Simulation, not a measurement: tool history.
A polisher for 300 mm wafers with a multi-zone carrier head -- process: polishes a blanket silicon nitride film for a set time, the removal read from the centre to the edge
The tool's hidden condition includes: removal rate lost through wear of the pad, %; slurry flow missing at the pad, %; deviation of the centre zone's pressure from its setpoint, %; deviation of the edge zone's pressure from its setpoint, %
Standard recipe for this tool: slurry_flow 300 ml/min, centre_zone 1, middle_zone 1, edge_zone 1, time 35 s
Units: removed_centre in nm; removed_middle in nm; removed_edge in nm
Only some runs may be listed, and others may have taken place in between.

run	hour	slurry_flow	centre_zone	middle_zone	edge_zone	time	wafers since the last listed run	wafers polished on this pad	hours since the slurry nozzle was cleaned	hours since the centre zone pressure was calibrated	hours since the edge zone pressure was calibrated	hours since the carrier head's membrane was replaced	incoming thickness of the incoming film, nm	removed_centre	removed_middle	removed_edge
1	0	300	1	1	1.03	40	0	2	225.6	251.3	483.8	455.9	376.1	74.8	74.7	77.1
2	70.6	300	1	1	1.03	40	767	769	296.2	321.9	554.4	526.5	376.3	73.8	74.1	76.4
3	111.2	300	1	1	1.03	40	441	1210	336.8	362.5	595	567.1	378.1	74.1	71.5	76.7
4	157.8	270	1	1	1	35	506	1717	383.4	409.1	641.6	613.7	378.3	65	63	65.7
# hour 171.4: worn pad replaced by a new one
5	222.1	270	1	1	1	35	655	551	447.7	473.4	705.9	678	383.6	64.2	63.9	65.3
6	283.2	300	1	1	1.06	35	663	1215	508.8	534.5	767	739.1	376.2	63.7	63.6	68
# hour 329.9: worn pad replaced by a new one
7	346.4	300	1	1	1.06	35	643	179	572	597.7	830.2	802.3	378.7	64.4	63.8	68.2
# hour 372.4: centre zone pressure recalibrated
8	406.8	300	1	1	1	35	634	814	632.4	34.4	890.6	862.7	382.5	63.1	62.5	66.1
9	469.6	345	1	1	1	35	682	1496	695.2	97.2	953.4	925.5	379.7	66.6	63.8	67.1
# hour 473: slurry nozzle cleaned
# hour 482.2: worn pad replaced by a new one
# hour 491.6: edge zone pressure recalibrated
# hour 499.1: carrier head's membrane replaced by a new one
10	505.9	300	1	1.03	0.9	35	264	181	32.9	133.5	14.3	6.8	382.9	63.7	65.7	62.9
11	557.4	300	1	1	1	30	559	741	84.4	185	65.8	58.3	378.1	55.1	55	56.5
12	590.3	300	1	1	1	35	357	1098	117.3	217.9	98.7	91.2	377.1	65.1	63.6	65.3
# hour 620.9: worn pad replaced by a new one
13	640	360	1.07	1	1	35	496	208	167	267.6	148.4	140.9	381.2	71.1	65.2	65.8
14	700.3	300	1	1	0.9	40	655	863	227.3	327.9	208.7	201.2	379.3	75.3	72.2	72.3
15	734	300	1	1	1.08	35	366	1229	261	361.6	242.4	234.9	373.8	64.1	64.5	67.8
16	769.9	300	1	1	1.03	40	390	1619	296.9	397.5	278.3	270.8	376.5	73.6	73	76.6
# hour 797.9: worn pad replaced by a new one
17	798.4	210	0.9	1	0.91	43	266	5	325.4	426	306.8	299.3	376.9	69.3	74.8	76.1

Predict each of these 4 candidate next runs independently; none follows another, all start after run 17:
A	798.8	300	1	1	1	28	4	10	325.8	426.4	307.2	299.7	381.8	?	?	?
B	798.8	300	1.04	1	1	35	4	10	325.8	426.4	307.2	299.7	381.8	?	?	?
C	798.8	265	1.08	1	0.91	43	4	10	325.8	426.4	307.2	299.7	381.8	?	?	?
D	798.8	365	0.9	0.93	0.91	35	4	10	325.8	426.4	307.2	299.7	381.8	?	?	?

run	removed_centre	removed_middle	removed_edge
A	52.4	51.2	53.1
B	68.2	64	66.3
C	85.7	77.5	77.3
D	60.2	61.4	64.5
With no hidden state in the tool, these same runs would have given:
run	removed_centre	removed_middle	removed_edge
A	52.4	51.2	53.1
B	68.2	64	66.3
C	85.7	77.5	77.3
D	60.2	61.4	64.5

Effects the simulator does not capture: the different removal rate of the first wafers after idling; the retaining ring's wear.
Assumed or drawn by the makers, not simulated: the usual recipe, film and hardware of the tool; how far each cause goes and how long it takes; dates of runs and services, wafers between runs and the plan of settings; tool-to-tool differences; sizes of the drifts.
